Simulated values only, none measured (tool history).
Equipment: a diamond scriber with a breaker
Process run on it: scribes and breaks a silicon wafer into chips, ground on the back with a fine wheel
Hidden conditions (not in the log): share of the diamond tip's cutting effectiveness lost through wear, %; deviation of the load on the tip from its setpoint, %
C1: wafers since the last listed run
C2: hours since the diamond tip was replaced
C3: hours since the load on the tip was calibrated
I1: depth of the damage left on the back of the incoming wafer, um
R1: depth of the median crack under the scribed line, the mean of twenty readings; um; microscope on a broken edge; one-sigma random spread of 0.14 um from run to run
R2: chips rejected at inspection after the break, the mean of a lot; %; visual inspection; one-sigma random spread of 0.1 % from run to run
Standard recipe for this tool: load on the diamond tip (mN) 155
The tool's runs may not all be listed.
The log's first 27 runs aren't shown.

At day 93.179: load on the tip recalibrated.
At day 94.138: diamond tip replaced by a new one.
Run 28, day 99.904: usual settings but load on the diamond tip (mN) 193; C1 995; C2 138.4; C3 161.4; I1 1.90. Result: R1 10.00 um, R2 2.13 %.
Run 29, day 102.992: usual settings but load on the diamond tip (mN) 116; C1 249; C2 212.5; C3 235.5; I1 2.86. Result: R1 7.75 um, R2 7.76 %.
Run 30, day 104.667: usual settings but load on the diamond tip (mN) 134; C1 135; C2 252.7; C3 275.7; I1 2.34. Result: R1 8.14 um, R2 3.70 %.
Run 31, day 116.000: usual settings but load on the diamond tip (mN) 167; C1 916; C2 524.7; C3 547.7; I1 2.01. Result: R1 9.04 um, R2 1.84 %.
Run 32, day 119.542: usual settings but load on the diamond tip (mN) 111; C1 286; C2 609.7; C3 632.7; I1 2.67. Result: R1 7.52 um, R2 9.45 %.
Run 33, day 121.471: usual settings but load on the diamond tip (mN) 175; C1 156; C2 656.0; C3 679.0; I1 2.14. Result: R1 8.95 um, R2 2.15 %.
Run 34, day 125.217: usual settings; C1 303; C2 745.9; C3 768.9; I1 2.92. Result: R1 8.15 um, R2 5.43 %.
Run 35, day 127.846: usual settings but load on the diamond tip (mN) 114; C1 212; C2 809.0; C3 832.0; I1 2.47. Result: R1 7.26 um, R2 9.08 %.
At day 128.825: load on the tip recalibrated.
Run 36, day 129.717: usual settings; C1 144; C2 853.9; C3 21.4; I1 1.72. Result: R1 8.24 um, R2 2.89 %.

What does the tool deliver on the next run?
Run 37, day 133.975: usual settings; C1 344; C2 956.1; C3 123.6; I1 2.10. Result: R1 ?, R2 ?.

Run 37 produced R1 7.69 um, R2 4.58 %.
Had the tool carried no hidden state, the very same run would have given R1 8.90 um, R2 1.90 %.
